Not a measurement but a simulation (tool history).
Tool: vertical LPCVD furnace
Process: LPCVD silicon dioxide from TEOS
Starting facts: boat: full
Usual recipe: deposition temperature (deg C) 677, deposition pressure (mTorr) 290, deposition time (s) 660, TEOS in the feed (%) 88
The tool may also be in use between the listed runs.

| run | hour | deposition temperature (deg C) | deposition pressure (mTorr) | deposition time (s) | TEOS in the feed (%) | read-back reference wafer on the same gauge, thickness | film thickness on the monitor wafer in the middle of the boat (nm) |
|---|---|---|---|---|---|---|---|
| 1 | 0.0 | 677 | 290 | 660 | 88 | 62.41 | 55.58 |
| 2 | 104.0 | 677 | 290 | 660 | 88 | 62.45 | 55.56 |
| 3 | 152.0 | 677 | 290 | 660 | 88 | 62.35 | 55.08 |
| 4 | 209.6 | 677 | 290 | 660 | 88 | 62.42 | 55.94 |
| 5 | 317.3 | 677 | 290 | 660 | 88 | 62.39 | 55.60 |
| 6 | 366.7 | 677 | 290 | 660 | 88 | 62.40 | 55.67 |
| 7 | 448.5 | 677 | 265 | 660 | 88 | 62.37 | 53.15 |
| 8 | 500.4 | 677 | 290 | 660 | 88 | 62.47 | 55.40 |
|  | 562.0 | pressure gauge zeroed |
| 9 | 562.5 | 677 | 265 | 660 | 82 | 62.38 | 51.32 |
| 10 | 626.1 | 677 | 290 | 660 | 88 | 62.40 | 55.68 |
| 11 | 690.7 | 677 | 290 | 870 | 97 | 62.39 | 77.09 |
|  | 738.4 | gauge calibrated |
| 12 | 786.2 | 677 | 290 | 660 | 88 | 62.39 | 55.90 |
|  | 1045.7 | TEOS flow controller replaced |
| 13 | 1101.9 | 670 | 270 | 450 | 71 | 62.43 | 28.18 |
| 14 | 1206.0 | 688 | 290 | 660 | 88 | 62.36 | 73.45 |
|  | 1268.6 | thermocouples replaced and temperature profile calibrated |
| 15 | 1269.1 | 677 | 290 | 660 | 71 | 62.40 | 49.09 |
| 16 | 1318.7 | 680 | 290 | 570 | 76 | 62.42 | 46.61 |
| 17 | 1400.6 | 684 | 290 | 480 | 82 | 62.39 | 44.74 |
| 18 | 1460.3 | 677 | 290 | 660 | 88 | 62.34 | 54.11 |
| 19 | 1505.0 | 666 | 230 | 780 | 74 | 62.36 | 39.95 |

What will run 20 give?
| 20 | 1607.1 | 677 | 290 | 660 | 88 | ? | ? |

read-back reference wafer on the same gauge, thickness: 62.42
film thickness on the monitor wafer in the middle of the boat (nm): 54.43
The same run, on a tool lacking any hidden state, would have yielded film thickness on the monitor wafer in the middle of the boat (nm) 54.07.
